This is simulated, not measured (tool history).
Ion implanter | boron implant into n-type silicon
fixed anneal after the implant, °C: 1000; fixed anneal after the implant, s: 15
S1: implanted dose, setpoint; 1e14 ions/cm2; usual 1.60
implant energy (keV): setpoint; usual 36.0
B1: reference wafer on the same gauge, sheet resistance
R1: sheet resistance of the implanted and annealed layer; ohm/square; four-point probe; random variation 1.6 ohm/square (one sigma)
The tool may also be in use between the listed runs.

{"run": 1, "hour": 0.0, "S1": 1.6, "implant energy (keV)": 36.0, "B1": 473.76, "R1": 512.34}
{"run": 2, "hour": 71.8, "S1": 1.6, "implant energy (keV)": 36.0, "B1": 474.21, "R1": 510.09}
{"run": 3, "hour": 111.6, "S1": 1.6, "implant energy (keV)": 39.5, "B1": 474.28, "R1": 500.65}
{"run": 4, "hour": 169.9, "S1": 1.6, "implant energy (keV)": 39.5, "B1": 473.37, "R1": 497.51}
{"run": 5, "hour": 215.6, "S1": 1.6, "implant energy (keV)": 39.5, "B1": 473.98, "R1": 497.0}
{"run": 6, "hour": 282.6, "S1": 1.6, "implant energy (keV)": 36.0, "B1": 474.12, "R1": 504.63}
{"run": 7, "hour": 420.6, "S1": 1.6, "implant energy (keV)": 36.0, "B1": 473.63, "R1": 492.08}
{"run": 8, "hour": 484.9, "S1": 1.6, "implant energy (keV)": 36.0, "B1": 474.14, "R1": 489.04}
{"run": 9, "hour": 540.3, "S1": 1.6, "implant energy (keV)": 36.0, "B1": 473.87, "R1": 493.49}
{"run": 10, "hour": 574.1, "S1": 1.6, "implant energy (keV)": 36.0, "B1": 473.82, "R1": 492.76}
{"run": 11, "hour": 628.7, "S1": 1.6, "implant energy (keV)": 36.0, "B1": 474.48, "R1": 512.51}
{"run": 12, "hour": 686.9, "S1": 1.6, "implant energy (keV)": 30.5, "B1": 473.92, "R1": 527.07}
{"run": 13, "hour": 727.6, "S1": 1.6, "implant energy (keV)": 36.0, "B1": 474.14, "R1": 515.52}
{"run": 14, "hour": 796.3, "S1": 1.31, "implant energy (keV)": 43.5, "B1": 474.2, "R1": 568.98}
{"run": 15, "hour": 830.9, "S1": 1.6, "implant energy (keV)": 36.0, "B1": 473.99, "R1": 511.74}
{"run": 16, "hour": 868.4, "S1": 1.78, "implant energy (keV)": 36.0, "B1": 473.71, "R1": 474.8}
{"run": 17, "hour": 903.6, "S1": 1.41, "implant energy (keV)": 40.0, "B1": 473.94, "R1": 549.13}
{"run": 18, "hour": 942.0, "S1": 1.6, "implant energy (keV)": 36.0, "B1": 473.49, "R1": 513.01}
{"run": 19, "hour": 1011.0, "S1": 2.06, "implant energy (keV)": 46.5, "B1": 474.03, "R1": 408.79}
{"run": 20, "hour": 1061.3, "S1": 1.6, "implant energy (keV)": 36.0, "B1": 474.4, "R1": 508.83}
{"run": 21, "hour": 1098.4, "S1": 1.6, "implant energy (keV)": 36.0, "B1": 474.28, "R1": 510.83}
{"run": 22, "hour": 1163.9, "S1": 1.16, "implant energy (keV)": 42.5, "B1": 473.79, "R1": 619.12}
{"run": 23, "hour": 1213.2, "S1": 1.45, "implant energy (keV)": 23.5, "B1": 473.99, "R1": 581.36}
{"run": 24, "hour": 1388.9, "S1": 1.93, "implant energy (keV)": 28.0, "B1": 474.22, "R1": 465.18}
{"run": 25, "hour": 1413.5, "S1": 2.03, "implant energy (keV)": 36.0, "B1": 473.87, "R1": 432.88}
{"run": 26, "hour": 1450.8, "S1": 1.89, "implant energy (keV)": 27.5, "B1": 474.17, "R1": 474.55}
{"run": 27, "hour": 1506.1, "S1": 1.6, "implant energy (keV)": 46.0, "B1": 474.35, "R1": 491.98}

Taken out of this log: 5 entries between the listed runs. Where each belongs, and how the hidden state differs across it:
Between runs 6 and 7: Faraday cup replaced and dose calibrated (hour 420.1)
  deviation of the true dose from the Faraday cup's reading, %: 2.41 -> 6.3
  measured less the result without the state, R1: -8.79 -> -22.25 ohm/square
Between runs 10 and 11: Faraday cup replaced and dose calibrated, repeated, since the last time left the tool worse (hour 608.8)
  deviation of the true dose from the Faraday cup's reading, %: 6.43 -> 0.1
  measured less the result without the state, R1: -22.76 -> -0.37 ohm/square
Between runs 21 and 22: extraction supply calibrated (hour 1163.4)
  deviation of the true dose from the Faraday cup's reading, %: 1.49 -> 1.88
  measured less the result without the state, R1: -5.48 -> -8.15 ohm/square
Between runs 22 and 23: gauge calibrated (hour 1204.3)
  deviation of the true dose from the Faraday cup's reading, %: 1.88 -> 2.22
  measured less the result without the state, R1: -8.15 -> -9.80 ohm/square
Between runs 23 and 24: Faraday cup replaced and dose calibrated (hour 1325.0)
  deviation of the true dose from the Faraday cup's reading, %: 2.22 -> -0.0871
  measured less the result without the state, R1: -9.80 -> +0.31 ohm/square
